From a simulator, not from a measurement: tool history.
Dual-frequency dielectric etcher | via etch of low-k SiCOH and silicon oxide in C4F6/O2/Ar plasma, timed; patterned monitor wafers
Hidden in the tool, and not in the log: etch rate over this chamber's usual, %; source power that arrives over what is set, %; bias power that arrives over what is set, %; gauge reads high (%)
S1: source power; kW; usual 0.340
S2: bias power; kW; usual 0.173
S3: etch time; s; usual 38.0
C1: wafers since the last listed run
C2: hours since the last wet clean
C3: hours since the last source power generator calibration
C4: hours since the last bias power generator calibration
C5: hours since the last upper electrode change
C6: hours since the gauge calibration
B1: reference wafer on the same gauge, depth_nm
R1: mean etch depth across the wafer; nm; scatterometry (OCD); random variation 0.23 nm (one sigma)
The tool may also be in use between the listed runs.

run   hour     S1     S2    S3   C1     C2      C3      C4      C5     C6    B1     R1
  1    0.0  0.340  0.173  38.0    0  293.9  2193.0  4254.5  3690.4   50.9  78.6   79.1
  2   17.5  0.340  0.173  38.0  253  311.4  2210.5  4272.0  3707.9   68.4  78.7   79.1
  3   32.2  0.340  0.173  38.0  212  326.1  2225.2  4286.7  3722.6   83.1  78.6   79.0
  4   42.3  0.340  0.173  38.0  146  336.2  2235.3  4296.8  3732.7   93.2  78.6   79.0
  5   50.6  0.400  0.151  38.0  120  344.5  2243.6  4305.1  3741.0  101.5  78.6   79.5
  6   64.2  0.400  0.151  38.0  196  358.1  2257.2  4318.7  3754.6  115.1  78.7   79.6
  7   74.1  0.400  0.151  38.0  143  368.0  2267.1  4328.6  3764.5  125.0  78.6   79.5
      97.5  -- gauge calibrated
     105.3  -- upper electrode replaced, of another model than before
  8  105.8  0.340  0.197  38.0  111  399.7  2298.8  4360.3     0.5    8.3  78.6   85.9
  9  106.1  0.340  0.173  29.0    4  400.0  2299.1  4360.6     0.8    8.6  78.6   60.9
 10  110.4  0.340  0.173  29.0   62  404.3  2303.4  4364.9     5.1   12.9  78.6   60.6
 11  118.1  0.340  0.173  38.0  111  412.0  2311.1  4372.6    12.8   20.6  78.6   80.1
 12  125.6  0.340  0.173  38.0  108  419.5  2318.6  4380.1    20.3   28.1  78.6   79.5
 13  136.0  0.340  0.160  38.0  150  429.9  2329.0  4390.5    30.7   38.5  78.6   76.1
     140.1  -- bias power generator calibrated
 14  145.7  0.340  0.173  38.0   82  439.6  2338.7     5.6    40.4   48.2  78.6   79.9
 15  161.3  0.290  0.155  38.0  225  455.2  2354.3    21.2    56.0   63.8  78.6   72.9
 16  176.4  0.340  0.173  47.0  218  470.3  2369.4    36.3    71.1   78.9  78.6   98.7
     189.2  -- source power generator calibrated
 17  189.7  0.340  0.193  30.5  134  483.6     0.5    49.6    84.4   92.2  78.6   68.2
 18  201.6  0.340  0.146  38.0  172  495.5    12.4    61.5    96.3  104.1  78.6   72.5
     228.3  -- wet clean of the chamber
 19  228.8  0.400  0.215  38.0   46    0.5    39.6    88.7   123.5  131.3  78.6   89.5
 20  229.1  0.340  0.213  47.5    4    0.8    39.9    89.0   123.8  131.6  78.6  107.4
 21  237.4  0.340  0.173  38.0  120    9.1    48.2    97.3   132.1  139.9  78.6   76.7
 22  244.7  0.410  0.136  38.0  105   16.4    55.5   104.6   139.4  147.2  78.6   69.1
     246.0  -- gauge calibrated
 23  261.6  0.380  0.149  28.5  244   33.3    72.4   121.5   156.3   15.6  78.6   53.8
 24  275.7  0.340  0.173  38.0  204   47.4    86.5   135.6   170.4   29.7  78.6   77.0
 25  289.2  0.410  0.138  28.0  195   60.9   100.0   149.1   183.9   43.2  78.6   51.4

Forecast each of these 4 alternatives for the next run:
  A  289.6  0.340  0.173  38.0   5  61.3  100.4  149.5  184.3  43.6   ?   ?
  B  289.6  0.340  0.173  46.0   5  61.3  100.4  149.5  184.3  43.6   ?   ?
  C  289.6  0.370  0.133  42.5   5  61.3  100.4  149.5  184.3  43.6   ?   ?
  D  289.6  0.310  0.155  28.0   5  61.3  100.4  149.5  184.3  43.6   ?   ?

run    B1    R1
  A  78.6  77.2
  B  78.6  93.4
  C  78.6  74.5
  D  78.6  52.5
Without the tool's hidden state the same runs would have given:
run    R1
  A  77.5
  B  93.9
  C  74.9
  D  52.8

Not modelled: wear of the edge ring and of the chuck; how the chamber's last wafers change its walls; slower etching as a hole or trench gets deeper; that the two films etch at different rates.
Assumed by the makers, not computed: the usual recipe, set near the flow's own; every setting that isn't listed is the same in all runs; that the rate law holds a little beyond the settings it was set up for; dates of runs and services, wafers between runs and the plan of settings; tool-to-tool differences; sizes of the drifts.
